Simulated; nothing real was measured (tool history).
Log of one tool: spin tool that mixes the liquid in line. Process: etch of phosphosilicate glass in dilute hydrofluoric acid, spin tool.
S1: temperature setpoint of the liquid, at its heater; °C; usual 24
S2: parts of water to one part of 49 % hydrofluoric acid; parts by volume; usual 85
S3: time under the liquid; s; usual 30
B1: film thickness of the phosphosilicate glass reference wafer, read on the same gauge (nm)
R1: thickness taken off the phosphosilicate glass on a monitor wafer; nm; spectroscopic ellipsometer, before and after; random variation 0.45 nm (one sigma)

run 1 day=0 | S1=21 S2=85 S3=30 | B1=119.98 | R1=80.18
run 2 day=0.375 | S1=21 S2=85 S3=30 | B1=120.01 | R1=79.95
run 3 day=0.692 | S1=21 S2=85 S3=30 | B1=119.99 | R1=79.14
run 4 day=1.238 | S1=24 S2=85 S3=30 | B1=119.99 | R1=90.7
run 5 day=1.683 | S1=24 S2=85 S3=30 | B1=120.01 | R1=90.26
run 6 day=2.1 | S1=24 S2=85 S3=30 | B1=120.01 | R1=90.8
run 7 day=2.375 | S1=20.5 S2=85 S3=30 | B1=120.01 | R1=78.93
run 8 day=3.008 | S1=20.5 S2=85 S3=30 | B1=120.01 | R1=78.76
run 9 day=3.396 | S1=24 S2=85 S3=30 | B1=119.99 | R1=90.69
run 10 day=3.975 | S1=24 S2=85 S3=30 | B1=120 | R1=91.96
run 11 day=4.633 | S1=24 S2=85 S3=30 | B1=120 | R1=91.7
run 12 day=5.083 | S1=24 S2=85 S3=30 | B1=120.02 | R1=91.76
-- day=5.488 hydrofluoric acid flow meter replaced
run 13 day=5.65 | S1=26 S2=85 S3=30 | B1=120.01 | R1=87.13
run 14 day=6.346 | S1=26.5 S2=110 S3=40 | B1=120 | R1=89.27
run 15 day=7.054 | S1=20.5 S2=85 S3=30 | B1=119.99 | R1=69.95
-- day=7.342 thermometer replaced
run 16 day=7.4 | S1=24 S2=85 S3=30 | B1=120.01 | R1=73.34
run 17 day=8.075 | S1=24 S2=85 S3=30 | B1=120 | R1=72.7
run 18 day=8.8 | S1=24 S2=85 S3=30 | B1=120.01 | R1=73.65
run 19 day=9.342 | S1=20.5 S2=55 S3=40 | B1=120.01 | R1=138.07
run 20 day=10.088 | S1=20 S2=50 S3=50 | B1=120.01 | R1=185.91
-- day=10.379 gauge calibrated
run 21 day=10.7 | S1=29 S2=65 S3=30 | B1=120.03 | R1=121.65
run 22 day=10.979 | S1=27.5 S2=115 S3=45 | B1=120 | R1=90.59
run 23 day=11.35 | S1=19.5 S2=60 S3=40 | B1=120.01 | R1=119.13
run 24 day=11.662 | S1=27.5 S2=60 S3=35 | B1=119.99 | R1=146.43
run 25 day=12.354 | S1=24 S2=85 S3=30 | B1=120.02 | R1=75.32
run 26 day=12.975 | S1=24 S2=100 S3=35 | B1=119.98 | R1=72.81
run 27 day=13.988 | S1=24 S2=85 S3=30 | B1=120.01 | R1=75.86
run 28 day=14.458 | S1=26 S2=85 S3=25 | B1=119.99 | R1=68.21
run 29 day=15.2 | S1=24 S2=65 S3=45 | B1=120.01 | R1=152.84
run 30 day=15.912 | S1=19.5 S2=115 S3=15 | B1=120 | R1=22.73
run 31 day=16.604 | S1=24 S2=85 S3=30 | B1=120.01 | R1=76.23

The same runs without the tool's hidden state, with the same run-to-run variation:
The hidden state here: liquid hotter than its thermometer reads (K); hydrofluoric acid flow above the setpoint (%); gauge reads high (%).
run=1 R1=64.02
run=2 R1=63.74
run=3 R1=63.02
run=4 R1=72.22
run=5 R1=71.75
run=6 R1=72.06
run=7 R1=62.46
run=8 R1=62.17
run=9 R1=71.65
run=10 R1=72.48
run=11 R1=72.11
run=12 R1=72.07
run=13 R1=77.34
run=14 R1=79.2
run=15 R1=61.45
run=16 R1=71.85
run=17 R1=71.04
run=18 R1=71.76
run=19 R1=134.29
run=20 R1=180.35
run=21 R1=117.73
run=22 R1=87.48
run=23 R1=114.98
run=24 R1=141.2
run=25 R1=72.4
run=26 R1=69.78
run=27 R1=72.45
run=28 R1=65.04
run=29 R1=145.4
run=30 R1=21.53
run=31 R1=72.09
